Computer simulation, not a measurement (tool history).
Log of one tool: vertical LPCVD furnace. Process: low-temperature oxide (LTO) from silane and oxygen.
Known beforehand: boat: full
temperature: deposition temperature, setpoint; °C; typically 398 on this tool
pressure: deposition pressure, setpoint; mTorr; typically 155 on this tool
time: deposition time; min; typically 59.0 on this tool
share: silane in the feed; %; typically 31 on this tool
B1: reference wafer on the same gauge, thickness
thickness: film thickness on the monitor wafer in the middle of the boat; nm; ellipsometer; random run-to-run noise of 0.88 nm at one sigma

Run 1, hour 0.0: usual settings but share 27 %; B1 248.18. Result: thickness 221.45 nm.
Run 2, hour 69.8: usual settings but share 27 %; B1 247.90. Result: thickness 219.72 nm.
Run 3, hour 178.4: usual settings but share 27 %; B1 248.04. Result: thickness 220.09 nm.
At hour 207.8: gauge calibrated.
Run 4, hour 236.3: usual settings; B1 247.95. Result: thickness 269.20 nm.
Run 5, hour 289.9: usual settings but time 70.5 min; B1 247.97. Result: thickness 320.71 nm.
Run 6, hour 318.4: usual settings but temperature 396 °C, pressure 140 mTorr; B1 248.05. Result: thickness 237.20 nm.
Run 7, hour 380.3: usual settings but temperature 396 °C, pressure 140 mTorr; B1 247.93. Result: thickness 237.31 nm.
Run 8, hour 407.4: usual settings but temperature 394 °C; B1 247.96. Result: thickness 258.52 nm.
Run 9, hour 462.0: usual settings but temperature 394 °C; B1 247.94. Result: thickness 256.70 nm.
At hour 491.8: thermocouples replaced and temperature profile calibrated.
Run 10, hour 498.7: usual settings; B1 247.93. Result: thickness 269.25 nm.
Run 11, hour 527.8: usual settings; B1 247.94. Result: thickness 268.13 nm.
Run 12, hour 568.6: usual settings but time 67.0 min; B1 247.92. Result: thickness 304.61 nm.
At hour 620.1: silane flow controller replaced.
Run 13, hour 620.6: usual settings but temperature 395 °C; B1 247.96. Result: thickness 229.32 nm.
At hour 673.3: pressure gauge zeroed.
Run 14, hour 681.6: usual settings but temperature 389 °C, share 37 %; B1 247.93. Result: thickness 278.44 nm.
Run 15, hour 722.4: usual settings; B1 247.96. Result: thickness 240.45 nm.
Run 16, hour 792.5: usual settings but pressure 190 mTorr, share 26 %; B1 247.85. Result: thickness 222.53 nm.
At hour 814.0: gauge calibrated.
At hour 833.0: silane flow controller replaced, repeated, since the last time left the tool worse.
Run 17, hour 837.5: usual settings but temperature 407 °C; B1 248.11. Result: thickness 286.84 nm.
Run 18, hour 970.8: usual settings but pressure 190 mTorr, share 26 %; B1 247.96. Result: thickness 245.08 nm.
Run 19, hour 1001.8: usual settings; B1 248.08. Result: thickness 259.89 nm.
Run 20, hour 1033.9: usual settings but temperature 395 °C, pressure 190 mTorr, time 67.5 min, share 33 %; B1 247.89. Result: thickness 384.82 nm.
Run 21, hour 1081.9: usual settings but pressure 130 mTorr; B1 247.96. Result: thickness 218.42 nm.
Run 22, hour 1147.7: usual settings but pressure 170 mTorr; B1 247.95. Result: thickness 285.50 nm.

The same runs without the tool's hidden state, with the same run-to-run variation:
Hidden conditions of the tool in this case: true tube temperature minus thermocouple reading, K; true pressure minus gauge reading, mTorr; deviation of the silane flow from its setpoint, %; gauge reads high (%).
run  thickness
  1     211.98
  2     210.29
  3     210.61
  4     258.88
  5     308.39
  6     228.05
  7     228.14
  8     248.48
  9     246.71
 10     258.84
 11     257.76
 12     292.81
 13     249.31
 14     298.00
 15     260.38
 16     243.27
 17     287.08
 18     244.20
 19     258.87
 20     383.07
 21     217.10
 22     283.30

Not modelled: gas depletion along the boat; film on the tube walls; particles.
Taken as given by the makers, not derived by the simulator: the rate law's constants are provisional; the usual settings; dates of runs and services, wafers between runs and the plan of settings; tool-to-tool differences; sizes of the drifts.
